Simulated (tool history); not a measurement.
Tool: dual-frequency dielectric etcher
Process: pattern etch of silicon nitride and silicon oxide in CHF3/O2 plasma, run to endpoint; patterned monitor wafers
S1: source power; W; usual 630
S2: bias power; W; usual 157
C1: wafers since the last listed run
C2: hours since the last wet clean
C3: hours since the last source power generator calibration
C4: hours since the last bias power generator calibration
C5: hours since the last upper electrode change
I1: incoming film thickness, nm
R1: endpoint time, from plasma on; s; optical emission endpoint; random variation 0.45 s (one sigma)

run 1 day=0 | S1=740 S2=177 | C1=0 C2=290.4 C3=1827.3 C4=3538.4 C5=5518.4 | I1=247.7 | R1=132.1
run 2 day=1.354 | S1=740 S2=177 | C1=247 C2=322.9 C3=1859.8 C4=3570.9 C5=5550.9 | I1=247.4 | R1=132.9
run 3 day=2.721 | S1=630 S2=126 | C1=249 C2=355.7 C3=1892.6 C4=3603.7 C5=5583.7 | I1=247.6 | R1=169.1
run 4 day=3.6 | S1=630 S2=126 | C1=160 C2=376.8 C3=1913.7 C4=3624.8 C5=5604.8 | I1=247.7 | R1=169.2
run 5 day=4.783 | S1=630 S2=157 | C1=216 C2=405.2 C3=1942.1 C4=3653.2 C5=5633.2 | I1=248.1 | R1=154.6
run 6 day=5.329 | S1=630 S2=157 | C1=99 C2=418.3 C3=1955.2 C4=3666.3 C5=5646.3 | I1=249.4 | R1=155.6
run 7 day=6.125 | S1=630 S2=157 | C1=145 C2=437.4 C3=1974.3 C4=3685.4 C5=5665.4 | I1=247.4 | R1=154.9
run 8 day=7.367 | S1=750 S2=157 | C1=226 C2=467.2 C3=2004.1 C4=3715.2 C5=5695.2 | I1=248 | R1=139.9
-- day=8.704 wet clean of the chamber
run 9 day=8.725 | S1=630 S2=157 | C1=65 C2=0.5 C3=2036.7 C4=3747.8 C5=5727.8 | I1=243.9 | R1=148.3
-- day=9.254 bias power generator calibrated
run 10 day=9.738 | S1=630 S2=157 | C1=154 C2=24.8 C3=2061 C4=11.6 C5=5752.1 | I1=248.9 | R1=151.3
-- day=11.112 source power generator calibrated
run 11 day=11.133 | S1=710 S2=122 | C1=224 C2=58.3 C3=0.5 C4=45.1 C5=5785.6 | I1=246.5 | R1=156.3
run 12 day=11.796 | S1=770 S2=173 | C1=121 C2=74.2 C3=16.4 C4=61 C5=5801.5 | I1=248.4 | R1=129.9
run 13 day=12.304 | S1=520 S2=133 | C1=92 C2=86.4 C3=28.6 C4=73.2 C5=5813.7 | I1=246.8 | R1=184.6
-- day=13.775 upper electrode replaced
run 14 day=13.796 | S1=590 S2=140 | C1=89 C2=122.2 C3=64.4 C4=109 C5=0.5 | I1=245.7 | R1=164.6
run 15 day=13.862 | S1=630 S2=157 | C1=12 C2=123.8 C3=66 C4=110.6 C5=2.1 | I1=246.4 | R1=151
run 16 day=14.942 | S1=630 S2=157 | C1=197 C2=149.7 C3=91.9 C4=136.5 C5=28 | I1=246.2 | R1=151.3
run 17 day=16.254 | S1=630 S2=186 | C1=239 C2=181.2 C3=123.4 C4=168 C5=59.5 | I1=249.2 | R1=142.3
run 18 day=16.892 | S1=630 S2=157 | C1=116 C2=196.5 C3=138.7 C4=183.3 C5=74.8 | I1=248.5 | R1=153.3
run 19 day=18.275 | S1=740 S2=171 | C1=252 C2=229.7 C3=171.9 C4=216.5 C5=108 | I1=248.2 | R1=134.1
run 20 day=19.6 | S1=540 S2=136 | C1=242 C2=261.5 C3=203.7 C4=248.3 C5=139.8 | I1=244.4 | R1=177.8

Forecast each of these 3 alternatives for the next run:
run A day=19.621 | S1=630 S2=157 | C1=3 C2=262 C3=204.2 C4=248.8 C5=140.3 | I1=244.8 | R1=?
run B day=19.621 | S1=560 S2=134 | C1=3 C2=262 C3=204.2 C4=248.8 C5=140.3 | I1=244.8 | R1=?
run C day=19.621 | S1=730 S2=190 | C1=3 C2=262 C3=204.2 C4=248.8 C5=140.3 | I1=244.8 | R1=?

run=A R1=150.8
run=B R1=174.2
run=C R1=127.5
Without the tool's hidden state the same runs would have given:
run=A R1=149.2
run=B R1=172.4
run=C R1=126.2
